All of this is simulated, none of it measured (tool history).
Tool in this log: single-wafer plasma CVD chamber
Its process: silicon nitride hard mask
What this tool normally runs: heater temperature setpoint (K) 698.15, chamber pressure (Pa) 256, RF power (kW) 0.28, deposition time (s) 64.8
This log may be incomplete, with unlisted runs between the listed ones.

run	hour	heater temperature setpoint (K)	chamber pressure (Pa)	RF power (kW)	deposition time (s)	wafers since the last listed run	hours since the last thermocouple change	hours since the last RF generator calibration	hours since the last manometer calibration	hours since the showerhead was replaced	hours since the gauge calibration	read-back reference wafer on the same gauge, thickness_nm	mean film thickness on the monitor wafer (Å)
1	0	698.15	256	0.28	64.8	0	2049.6	1345.3	967.4	4280.5	1744	78.165	694.91
2	70.1	698.15	256	0.28	64.8	716	2119.7	1415.4	1037.5	4350.6	1814.1	78.202	695.48
3	95.1	698.15	256	0.28	64.8	255	2144.7	1440.4	1062.5	4375.6	1839.1	78.237	691.59
4	273.2	698.15	256	0.28	64.8	1821	2322.8	1618.5	1240.6	4553.7	2017.2	78.215	689.72
5	308.3	698.15	256	0.28	64.8	358	2357.9	1653.6	1275.7	4588.8	2052.3	78.162	687.96
6	376.5	698.15	256	0.28	58.4	697	2426.1	1721.8	1343.9	4657	2120.5	78.226	619.5
# hour 412.4: gauge calibrated
7	431.7	698.15	256	0.28	58.4	564	2481.3	1777	1399.1	4712.2	19.3	78.215	627.22
8	490.1	698.15	256	0.28	64.8	597	2539.7	1835.4	1457.5	4770.6	77.7	78.223	683.6
9	533.6	698.15	256	0.28	64.8	444	2583.2	1878.9	1501	4814.1	121.2	78.113	685.25
10	578.3	698.15	256	0.28	64.8	457	2627.9	1923.6	1545.7	4858.8	165.9	78.219	681.41
11	617.9	698.15	256	0.28	64.8	404	2667.5	1963.2	1585.3	4898.4	205.5	78.144	686.59
12	660.3	698.15	256	0.28	64.8	433	2709.9	2005.6	1627.7	4940.8	247.9	78.17	683.74
13	711.9	703.15	205	0.32	52.5	527	2761.5	2057.2	1679.3	4992.4	299.5	78.255	579.34
# hour 735.9: RF generator calibrated
14	756.8	698.15	256	0.28	64.8	377	2806.4	20.9	1724.2	5037.3	344.4	78.201	697.41
15	824.8	684.15	256	0.28	64.8	695	2874.4	88.9	1792.2	5105.3	412.4	78.175	701.93
16	876.3	698.15	256	0.28	64.8	526	2925.9	140.4	1843.7	5156.8	463.9	78.262	704.23
17	926.8	707.15	193	0.28	64.8	516	2976.4	190.9	1894.2	5207.3	514.4	78.232	638.96
18	981.8	693.15	232	0.32	56.4	562	3031.4	245.9	1949.2	5262.3	569.4	78.177	658.49
# hour 1016.3: capacitance manometer re-zeroed and calibrated
# hour 1017: showerhead replaced
# hour 1048.1: thermocouple changed; heater temperature recalibrated
19	1053	698.15	285	0.225	68.3	558	4.9	317.1	36.7	36	640.6	78.186	628.17
20	1119.3	698.15	256	0.28	64.8	678	71.2	383.4	103	102.3	706.9	78.292	714.05
21	1152.6	698.15	256	0.28	64.8	340	104.5	416.7	136.3	135.6	740.2	78.228	709.77

For run 22, what comes out?
22	1212.3	698.15	256	0.245	60.4	610	164.2	476.4	196	195.3	799.9	?	?

{"run 22": {"read-back reference wafer on the same gauge, thickness_nm": 78.206, "mean film thickness on the monitor wafer (Å)": 588.44}}
With the hidden condition absent and the run-to-run variation left alone, this run would have shown mean film thickness on the monitor wafer (Å) 594.24.

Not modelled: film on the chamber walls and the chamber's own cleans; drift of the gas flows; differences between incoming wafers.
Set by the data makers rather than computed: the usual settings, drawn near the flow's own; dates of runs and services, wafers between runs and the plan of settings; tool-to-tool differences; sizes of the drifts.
